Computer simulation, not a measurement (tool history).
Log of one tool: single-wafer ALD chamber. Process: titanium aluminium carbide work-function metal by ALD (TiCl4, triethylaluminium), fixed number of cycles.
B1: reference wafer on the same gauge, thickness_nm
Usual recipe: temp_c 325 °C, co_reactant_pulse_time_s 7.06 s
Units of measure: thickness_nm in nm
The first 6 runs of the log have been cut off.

Run 7, hour 447.8: usual settings; B1 1.741. Result: thickness_nm 2.048 nm.
Run 8, hour 487.2: usual settings; B1 1.738. Result: thickness_nm 2.042 nm.
Run 9, hour 584.6: usual settings; B1 1.740. Result: thickness_nm 2.064 nm.
Run 10, hour 665.0: usual settings; B1 1.740. Result: thickness_nm 2.034 nm.
Run 11, hour 770.8: usual settings; B1 1.740. Result: thickness_nm 2.050 nm.
At hour 815.8: thermocouple changed; heater temperature recalibrated.
Run 12, hour 977.1: usual settings; B1 1.740. Result: thickness_nm 2.053 nm.
Run 13, hour 1023.9: usual settings; B1 1.741. Result: thickness_nm 2.045 nm.
Run 14, hour 1064.3: usual settings; B1 1.740. Result: thickness_nm 2.036 nm.
At hour 1089.7: showerhead replaced.
Run 15, hour 1150.7: usual settings but temp_c 336 °C, co_reactant_pulse_time_s 5.31 s; B1 1.740. Result: thickness_nm 2.018 nm.
Run 16, hour 1198.2: usual settings but temp_c 317 °C, co_reactant_pulse_time_s 8.92 s; B1 1.742. Result: thickness_nm 2.077 nm.
Run 17, hour 1295.2: usual settings but temp_c 315 °C, co_reactant_pulse_time_s 4.47 s; B1 1.739. Result: thickness_nm 1.766 nm.
Run 18, hour 1354.1: usual settings; B1 1.739. Result: thickness_nm 2.055 nm.
Run 19, hour 1415.5: usual settings but co_reactant_pulse_time_s 4.72 s; B1 1.739. Result: thickness_nm 1.875 nm.
At hour 1481.5: gauge calibrated.
Run 20, hour 1508.9: usual settings but co_reactant_pulse_time_s 4.62 s; B1 1.738. Result: thickness_nm 1.851 nm.
Run 21, hour 1603.2: usual settings but temp_c 319 °C; B1 1.739. Result: thickness_nm 1.995 nm.

Forecast run 22:
At hour 1686.4: triethylaluminium bottle replaced.
Run 22, hour 1781.4: usual settings; B1 ?. Result: thickness_nm ?.

{"run 22": {"B1": 1.739, "thickness_nm": 2.065}}
The same run, on a tool lacking any hidden state, would have yielded thickness_nm 2.065 nm.
